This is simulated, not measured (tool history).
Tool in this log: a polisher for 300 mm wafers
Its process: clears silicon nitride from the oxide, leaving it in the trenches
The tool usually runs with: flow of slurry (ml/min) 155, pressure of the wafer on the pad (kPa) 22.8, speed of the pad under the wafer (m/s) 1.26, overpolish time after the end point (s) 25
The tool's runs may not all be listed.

| run | hour | flow of slurry (ml/min) | pressure of the wafer on the pad (kPa) | speed of the pad under the wafer (m/s) | overpolish time after the end point (s) | wafers since the last listed run | wafers polished on this pad | hours since the slurry nozzle was cleaned | hours since the head pressure was calibrated | incoming thickness of the incoming film, nm | time until the end point was called (s) |
|---|---|---|---|---|---|---|---|---|---|---|---|
| 1 | 0.0 | 155 | 18.6 | 1.26 | 25 | 0 | 492 | 158.4 | 124.0 | 98.5 | 88.9 |
| 2 | 16.1 | 155 | 18.6 | 1.26 | 25 | 122 | 615 | 174.5 | 140.1 | 100.2 | 92.6 |
| 3 | 43.1 | 155 | 18.6 | 1.26 | 25 | 205 | 820 | 201.5 | 167.1 | 98.3 | 90.0 |
|  | 57.5 | worn pad replaced by a new one |
| 4 | 67.0 | 155 | 21.4 | 1.26 | 25 | 151 | 72 | 225.4 | 191.0 | 99.8 | 80.2 |
| 5 | 89.2 | 155 | 22.8 | 1.26 | 25 | 168 | 241 | 247.6 | 213.2 | 99.4 | 75.6 |
| 6 | 104.5 | 155 | 22.8 | 1.26 | 25 | 116 | 357 | 262.9 | 228.5 | 98.4 | 75.9 |
| 7 | 139.0 | 155 | 22.8 | 1.26 | 25 | 262 | 619 | 297.4 | 263.0 | 99.0 | 75.1 |
| 8 | 166.2 | 155 | 22.8 | 1.26 | 25 | 206 | 826 | 324.6 | 290.2 | 101.5 | 73.8 |
|  | 177.9 | worn pad replaced by a new one, of another model than before |
| 9 | 183.1 | 155 | 22.8 | 1.26 | 25 | 98 | 39 | 341.5 | 307.1 | 100.1 | 79.5 |
| 10 | 195.5 | 155 | 22.8 | 1.26 | 36 | 94 | 133 | 353.9 | 319.5 | 101.4 | 77.8 |
| 11 | 229.0 | 155 | 22.8 | 1.26 | 25 | 254 | 388 | 387.4 | 353.0 | 98.9 | 76.3 |
|  | 313.1 | worn pad replaced by a new one |
| 12 | 326.7 | 180 | 22.8 | 1.56 | 10 | 711 | 103 | 485.1 | 450.7 | 100.3 | 63.4 |
|  | 348.8 | slurry nozzle cleaned |
| 13 | 362.3 | 155 | 18.6 | 1.26 | 25 | 262 | 366 | 13.5 | 486.3 | 99.5 | 84.5 |
| 14 | 378.2 | 155 | 22.8 | 1.38 | 25 | 120 | 486 | 29.4 | 502.2 | 101.3 | 72.1 |
| 15 | 406.9 | 100 | 22.8 | 1.50 | 25 | 218 | 704 | 58.1 | 530.9 | 101.0 | 79.7 |
| 16 | 420.3 | 100 | 29.6 | 1.56 | 25 | 101 | 806 | 71.5 | 544.3 | 100.2 | 66.6 |
|  | 438.2 | head pressure recalibrated |
|  | 440.0 | worn pad replaced by a new one |
| 17 | 445.2 | 155 | 22.8 | 1.70 | 25 | 160 | 39 | 96.4 | 7.0 | 98.1 | 64.9 |
| 18 | 468.5 | 135 | 22.8 | 1.26 | 35 | 177 | 216 | 119.7 | 30.3 | 100.5 | 84.8 |
| 19 | 485.8 | 155 | 22.8 | 0.88 | 25 | 131 | 348 | 137.0 | 47.6 | 100.4 | 98.2 |
| 20 | 519.3 | 155 | 22.8 | 1.26 | 25 | 254 | 602 | 170.5 | 81.1 | 100.5 | 77.7 |
|  | 544.1 | worn pad replaced by a new one |
| 21 | 592.9 | 100 | 29.6 | 1.56 | 25 | 528 | 370 | 244.1 | 154.7 | 100.6 | 67.2 |

Alternative continuations, all from the tool just after run 21; predict every row:
| A | 593.4 | 155 | 22.8 | 1.26 | 25 | 3 | 374 | 244.6 | 155.2 | 98.4 | ? |
| B | 593.4 | 190 | 22.8 | 1.26 | 25 | 3 | 374 | 244.6 | 155.2 | 98.4 | ? |
| C | 593.4 | 100 | 18.6 | 1.26 | 25 | 3 | 374 | 244.6 | 155.2 | 98.4 | ? |
| D | 593.4 | 110 | 15.2 | 1.52 | 31 | 3 | 374 | 244.6 | 155.2 | 98.4 | ? |

| run | time until the end point was called (s) |
|---|---|
| A | 76.5 |
| B | 73.5 |
| C | 100.4 |
| D | 93.6 |
The same runs, with their run-to-run variation unchanged, on a tool lacking any hidden condition would have given:
| run | time until the end point was called (s) |
|---|---|
| A | 80.2 |
| B | 77.0 |
| C | 105.2 |
| D | 98.1 |
